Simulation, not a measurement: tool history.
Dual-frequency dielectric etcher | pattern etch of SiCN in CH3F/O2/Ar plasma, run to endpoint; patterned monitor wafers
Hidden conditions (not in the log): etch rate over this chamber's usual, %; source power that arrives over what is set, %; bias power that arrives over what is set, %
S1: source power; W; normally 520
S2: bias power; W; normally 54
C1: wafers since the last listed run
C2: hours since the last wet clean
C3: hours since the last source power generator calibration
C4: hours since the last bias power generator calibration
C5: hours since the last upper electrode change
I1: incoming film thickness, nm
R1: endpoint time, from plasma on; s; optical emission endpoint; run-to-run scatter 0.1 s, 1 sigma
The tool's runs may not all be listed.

Run 1, hour 0: usual settings but S2 61 W; C1 0; C2 199.6; C3 2487; C4 3976.5; C5 4623.7; I1 7.07. Result: R1 17.5 s.
Run 2, hour 25: usual settings; C1 502; C2 224.6; C3 2512; C4 4001.5; C5 4648.7; I1 7.08. Result: R1 18.7 s.
Run 3, hour 46.6: usual settings; C1 434; C2 246.2; C3 2533.6; C4 4023.1; C5 4670.3; I1 7.09. Result: R1 18.8 s.
Run 4, hour 58.8: usual settings; C1 245; C2 258.4; C3 2545.8; C4 4035.3; C5 4682.5; I1 7.12. Result: R1 18.8 s.
Run 5, hour 76.9: usual settings; C1 363; C2 276.5; C3 2563.9; C4 4053.4; C5 4700.6; I1 7.15. Result: R1 19 s.
Run 6, hour 99: usual settings but S2 57 W; C1 444; C2 298.6; C3 2586; C4 4075.5; C5 4722.7; I1 7.09. Result: R1 18.3 s.
Run 7, hour 123.8: usual settings but S2 57 W; C1 498; C2 323.4; C3 2610.8; C4 4100.3; C5 4747.5; I1 7.11. Result: R1 18.3 s.
Run 8, hour 143.4: usual settings but S2 57 W; C1 394; C2 343; C3 2630.4; C4 4119.9; C5 4767.1; I1 7.09. Result: R1 18.5 s.
Run 9, hour 172: usual settings; C1 575; C2 371.6; C3 2659; C4 4148.5; C5 4795.7; I1 7.08. Result: R1 18.8 s.
Run 10, hour 197.9: usual settings; C1 520; C2 397.5; C3 2684.9; C4 4174.4; C5 4821.6; I1 7.12. Result: R1 19.1 s.
At hour 257.5: upper electrode replaced.
Run 11, hour 258: usual settings; C1 725; C2 457.6; C3 2745; C4 4234.5; C5 0.5; I1 7.08. Result: R1 18.8 s.
Run 12, hour 274.1: usual settings; C1 323; C2 473.7; C3 2761.1; C4 4250.6; C5 16.6; I1 7.13. Result: R1 19.2 s.
At hour 278.6: source power generator calibrated.
Run 13, hour 302.1: usual settings; C1 482; C2 501.7; C3 23.5; C4 4278.6; C5 44.6; I1 7.17. Result: R1 19 s.
At hour 342.3: wet clean of the chamber.
Run 14, hour 342.8: usual settings; C1 335; C2 0.5; C3 64.2; C4 4319.3; C5 85.3; I1 7.12. Result: R1 19.8 s.
Run 15, hour 346.6: usual settings but S2 47 W; C1 76; C2 4.3; C3 68; C4 4323.1; C5 89.1; I1 7.08. Result: R1 20.8 s.
Run 16, hour 367.7: usual settings but S2 47 W; C1 424; C2 25.4; C3 89.1; C4 4344.2; C5 110.2; I1 7.04. Result: R1 20.6 s.
Run 17, hour 388.8: usual settings but S1 420 W, S2 67 W; C1 424; C2 46.5; C3 110.2; C4 4365.3; C5 131.3; I1 7.08. Result: R1 19 s.
Run 18, hour 407.7: usual settings; C1 380; C2 65.4; C3 129.1; C4 4384.2; C5 150.2; I1 7.06. Result: R1 19.7 s.
Run 19, hour 422: usual settings but S1 450 W, S2 58 W; C1 287; C2 79.7; C3 143.4; C4 4398.5; C5 164.5; I1 7.1. Result: R1 20.2 s.
Run 20, hour 443.4: usual settings but S1 390 W; C1 430; C2 101.1; C3 164.8; C4 4419.9; C5 185.9; I1 7.06. Result: R1 21.7 s.
Run 21, hour 466.5: usual settings; C1 464; C2 124.2; C3 187.9; C4 4443; C5 209; I1 7.13. Result: R1 20.1 s.
At hour 481.2: bias power generator calibrated.
Run 22, hour 481.7: usual settings but S1 600 W; C1 225; C2 139.4; C3 203.1; C4 0.5; C5 224.2; I1 7.17. Result: R1 19.1 s.
Run 23, hour 510.7: usual settings; C1 583; C2 168.4; C3 232.1; C4 29.5; C5 253.2; I1 7.04. Result: R1 19.8 s.
At hour 540.1: wet clean of the chamber, repeated, since the last time left the tool worse.
Run 24, hour 541.9: usual settings but S1 640 W; C1 144; C2 1.8; C3 263.3; C4 60.7; C5 284.4; I1 7.11. Result: R1 17.4 s.
Run 25, hour 564.7: usual settings but S1 620 W; C1 458; C2 24.6; C3 286.1; C4 83.5; C5 307.2; I1 7.09. Result: R1 17.3 s.

Run 26 has not been measured yet. What should we expect?
Run 26, hour 577.8: usual settings; C1 263; C2 37.7; C3 299.2; C4 96.6; C5 320.3; I1 7.13. Result: R1 ?.

{"run 26": {"R1": 18.6}}
Take away the tool's hidden state, keep the run-to-run variation as it was, and the same run would have given R1 18.6 s.
